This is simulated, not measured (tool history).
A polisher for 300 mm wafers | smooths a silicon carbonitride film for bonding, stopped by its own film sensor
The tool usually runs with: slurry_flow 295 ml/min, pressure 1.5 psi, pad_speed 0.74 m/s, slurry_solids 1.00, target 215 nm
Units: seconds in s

run	day	slurry_flow	pressure	pad_speed	slurry_solids	target	wafers since the last listed run	wafers polished on this pad	hours since the slurry nozzle was cleaned	hours since the head pressure was calibrated	hours since the slurry blender was calibrated	incoming thickness of the incoming film, nm	seconds
1	0.000	295	1.5	0.74	1.00	215	0	1001	498.2	160.4	476.1	228.1	112.7
2	2.121	295	1.5	0.74	1.00	219	317	1319	549.1	211.3	527.0	232.7	120.6
# day 2.679: slurry blender recalibrated
# day 3.067: slurry nozzle cleaned
3	4.342	295	1.5	0.74	1.00	219	314	1633	30.6	264.6	39.9	233.8	115.5
4	8.600	295	1.5	0.74	1.00	219	638	2272	132.8	366.8	142.1	232.4	106.6
5	10.633	295	1.5	0.74	1.00	215	304	2577	181.6	415.6	190.9	228.8	113.1
6	12.325	295	1.3	0.74	1.00	215	253	2830	222.2	456.2	231.5	230.6	146.5
# day 13.404: worn pad replaced by a new one
7	15.808	295	1.3	0.74	1.00	215	497	360	305.8	539.8	315.1	234.6	187.0
# day 24.233: slurry nozzle cleaned
8	24.962	295	1.3	0.74	1.00	215	1366	1726	17.5	759.5	534.8	231.3	157.6
9	26.533	295	1.5	0.74	1.00	214	235	1962	55.2	797.2	572.5	230.5	142.9
# day 26.771: slurry blender recalibrated
10	29.108	295	1.5	0.74	1.00	214	373	2335	117.0	859.0	56.1	232.6	142.9
11	32.592	295	1.5	0.74	1.00	214	522	2857	200.6	942.6	139.7	230.7	134.4
# day 34.650: worn pad replaced by a new one
12	35.483	295	1.5	0.74	1.00	215	408	125	270.0	1012.0	209.1	230.2	126.7
13	39.962	295	1.5	0.52	1.10	215	671	796	377.5	1119.5	316.6	229.9	162.5
14	42.321	225	1.5	0.58	1.00	219	353	1150	434.1	1176.1	373.2	230.0	114.8
15	45.654	295	1.5	0.74	0.90	215	499	1649	514.1	1256.1	453.2	231.0	138.2
# day 46.738: head pressure recalibrated
# day 46.900: slurry nozzle cleaned
16	47.188	295	1.5	0.74	1.00	215	211	1861	6.9	10.8	490.0	234.0	158.5
# day 47.838: slurry blender recalibrated
17	50.129	295	1.5	0.74	1.00	215	428	2289	77.5	81.4	55.0	232.2	132.3
18	53.662	200	1.3	0.92	1.20	215	529	2819	162.3	166.2	139.8	230.3	115.6
19	56.267	380	1.5	0.56	0.70	215	390	3209	224.8	228.7	202.3	225.2	112.8
# day 56.812: worn pad replaced by a new one
20	60.629	295	1.5	0.74	1.00	215	629	572	329.5	333.4	307.0	229.9	120.8
21	62.600	295	1.1	0.84	1.25	219	295	867	376.8	380.7	354.3	228.4	86.9
22	66.529	295	1.5	0.64	1.00	215	589	1456	471.1	475.0	448.6	230.0	141.8
# day 67.525: slurry nozzle cleaned
23	70.771	360	1.5	0.62	1.00	215	629	2086	77.9	576.8	550.4	231.7	161.1
# day 73.896: slurry blender recalibrated
24	74.842	295	1.5	0.64	1.00	219	597	2684	175.6	674.5	22.7	233.4	122.4
# day 76.621: worn pad replaced by a new one
25	77.142	295	1.5	0.50	1.00	215	319	77	230.8	729.7	77.9	231.1	169.8
26	81.433	295	1.5	0.74	1.00	215	643	721	333.8	832.7	180.9	227.7	103.7
27	83.975	295	1.5	0.74	1.00	215	381	1102	394.8	893.7	241.9	231.1	131.9
28	88.196	295	1.1	0.74	0.75	215	632	1735	496.1	995.0	343.2	229.8	173.3
# day 90.533: head pressure recalibrated
29	90.554	295	1.5	0.74	1.00	215	341	2076	552.7	0.5	399.8	232.9	148.1
# day 91.029: slurry nozzle cleaned
30	93.550	295	1.5	0.74	1.00	215	442	2519	60.5	72.4	471.7	232.3	147.0

3 options for the next run, each taken on its own from the tool as it stands now. Forecast them:
A	93.571	295	1.5	0.74	1.00	215	3	2522	61.0	72.9	472.2	230.6	?
B	93.571	250	1.5	0.58	1.00	213	3	2522	61.0	72.9	472.2	230.6	?
C	93.571	200	1.5	0.54	1.25	215	3	2522	61.0	72.9	472.2	230.6	?

run	seconds
A	132.2
B	184.5
C	167.0
Had the tool no hidden state, the same runs would have come out as:
run	seconds
A	117.0
B	163.4
C	149.1
